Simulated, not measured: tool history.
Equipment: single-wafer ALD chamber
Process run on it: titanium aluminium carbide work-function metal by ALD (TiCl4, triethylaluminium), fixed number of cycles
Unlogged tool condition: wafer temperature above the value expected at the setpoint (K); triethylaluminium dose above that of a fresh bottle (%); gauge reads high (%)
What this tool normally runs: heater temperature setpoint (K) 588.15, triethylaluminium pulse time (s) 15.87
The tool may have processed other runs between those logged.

run     day  heater temperature setpoint (K)  triethylaluminium pulse time (s)  wafers since the last listed run  hours since the last thermocouple change  hours since the last triethylaluminium bottle change  hours since the showerhead was replaced  hours since the gauge calibration  read-back reference wafer on the same gauge, thickness_nm  mean film thickness on the monitor wafer (nm)
  1   0.000                           588.15                             18.36                                 0                                    1580.4                                                 757.6                                   3114.1                             1306.3                                                      2.020                                          2.365
  2   2.400                           588.15                             18.36                               368                                    1638.0                                                 815.2                                   3171.7                             1363.9                                                      2.020                                          2.379
  3   3.988                           594.15                             15.87                               243                                    1676.1                                                 853.3                                   3209.8                             1402.0                                                      2.021                                          2.398
  4   6.733                           588.15                             17.52                               422                                    1742.0                                                 919.2                                   3275.7                             1467.9                                                      2.020                                          2.368
  5   9.438                           588.15                             17.52                               415                                    1806.9                                                 984.1                                   3340.6                             1532.8                                                      2.017                                          2.362
  6  11.112                           580.15                             15.87                               257                                    1847.1                                                1024.3                                   3380.8                             1573.0                                                      2.021                                          2.286
  7  12.317                           588.15                             15.87                               185                                    1876.0                                                1053.2                                   3409.7                             1601.9                                                      2.021                                          2.356
  8  13.758                           588.15                             15.87                               221                                    1910.6                                                1087.8                                   3444.3                             1636.5                                                      2.019                                          2.348
  9  16.038                           588.15                             15.87                               350                                    1965.3                                                1142.5                                   3499.0                             1691.2                                                      2.019                                          2.343
 10  17.892                           588.15                             15.87                               284                                    2009.8                                                1187.0                                   3543.5                             1735.7                                                      2.017                                          2.343
 11  20.062                           588.15                             15.87                               333                                    2061.9                                                1239.1                                   3595.6                             1787.8                                                      2.022                                          2.360
 12  21.075                           588.15                             15.87                               155                                    2086.2                                                1263.4                                   3619.9                             1812.1                                                      2.020                                          2.339
     23.354  -- gauge calibrated
 13  23.979                           588.15                             15.87                               446                                    2155.9                                                1333.1                                   3689.6                               15.0                                                      2.019                                          2.320
 14  25.142                           575.15                             20.05                               178                                    2183.8                                                1361.0                                   3717.5                               42.9                                                      2.019                                          2.253
     27.192  -- triethylaluminium bottle replaced
 15  27.450                           588.15                             15.87                               303                                    2239.2                                                   6.2                                   3772.9                               98.3                                                      2.019                                          2.369
 16  28.871                           599.15                             10.77                               218                                    2273.3                                                  40.3                                   3807.0                              132.4                                                      2.021                                          2.411
 17  30.021                           583.15                             15.87                               176                                    2300.9                                                  67.9                                   3834.6                              160.0                                                      2.025                                          2.321
 18  32.925                           598.15                             12.25                               446                                    2370.6                                                 137.6                                   3904.3                              229.7                                                      2.017                                          2.424
 19  34.479                           588.15                             12.66                               238                                    2407.9                                                 174.9                                   3941.6                              267.0                                                      2.020                                          2.348
 20  35.854                           600.15                             18.70                               211                                    2440.9                                                 207.9                                   3974.6                              300.0                                                      2.021                                          2.477
     37.629  -- showerhead replaced
 21  37.846                           593.15                             15.87                               254                                    2488.7                                                 255.7                                      5.2                              347.8                                                      2.018                                          2.406
     39.212  -- thermocouple changed; heater temperature recalibrated
 22  39.912                           584.15                             17.91                               266                                      16.8                                                 305.3                                     54.8                              397.4                                                      2.020                                          2.322
 23  48.233                           588.15                             15.87                              1278                                     216.5                                                 505.0                                    254.5                              597.1                                                      2.024                                          2.343
 24  50.475                           588.15                             18.92                               344                                     270.3                                                 558.8                                    308.3                              650.9                                                      2.021                                          2.375
 25  52.883                           596.15                             15.87                               370                                     328.1                                                 616.6                                    366.1                              708.7                                                      2.019                                          2.438
 26  55.196                           576.15                             18.65                               355                                     383.6                                                 672.1                                    421.6                              764.2                                                      2.022                                          2.253
 27  57.704                           593.15                             18.23                               385                                     443.8                                                 732.3                                    481.8                              824.4                                                      2.018                                          2.402

Forecast each of these 5 alternatives for the next run:
  A  57.721                           588.15                              9.76                                 2                                     444.2                                                 732.7                                    482.2                              824.8                                                          ?                                              ?
  B  57.721                           577.15                             12.71                                 2                                     444.2                                                 732.7                                    482.2                              824.8                                                          ?                                              ?
  C  57.721                           602.15                             21.72                                 2                                     444.2                                                 732.7                                    482.2                              824.8                                                          ?                                              ?
  D  57.721                           588.15                             12.78                                 2                                     444.2                                                 732.7                                    482.2                              824.8                                                          ?                                              ?
  E  57.721                           573.15                             15.87                                 2                                     444.2                                                 732.7                                    482.2                              824.8                                                          ?                                              ?

run  read-back reference wafer on the same gauge, thickness_nm  mean film thickness on the monitor wafer (nm)
  A                                                      2.020                                          2.234
  B                                                      2.020                                          2.218
  C                                                      2.020                                          2.488
  D                                                      2.020                                          2.311
  E                                                      2.020                                          2.219
Stripped of hidden state, with their random variation kept, the same runs would have yielded:
run  mean film thickness on the monitor wafer (nm)
  A                                          2.299
  B                                          2.252
  C                                          2.493
  D                                          2.346
  E                                          2.235

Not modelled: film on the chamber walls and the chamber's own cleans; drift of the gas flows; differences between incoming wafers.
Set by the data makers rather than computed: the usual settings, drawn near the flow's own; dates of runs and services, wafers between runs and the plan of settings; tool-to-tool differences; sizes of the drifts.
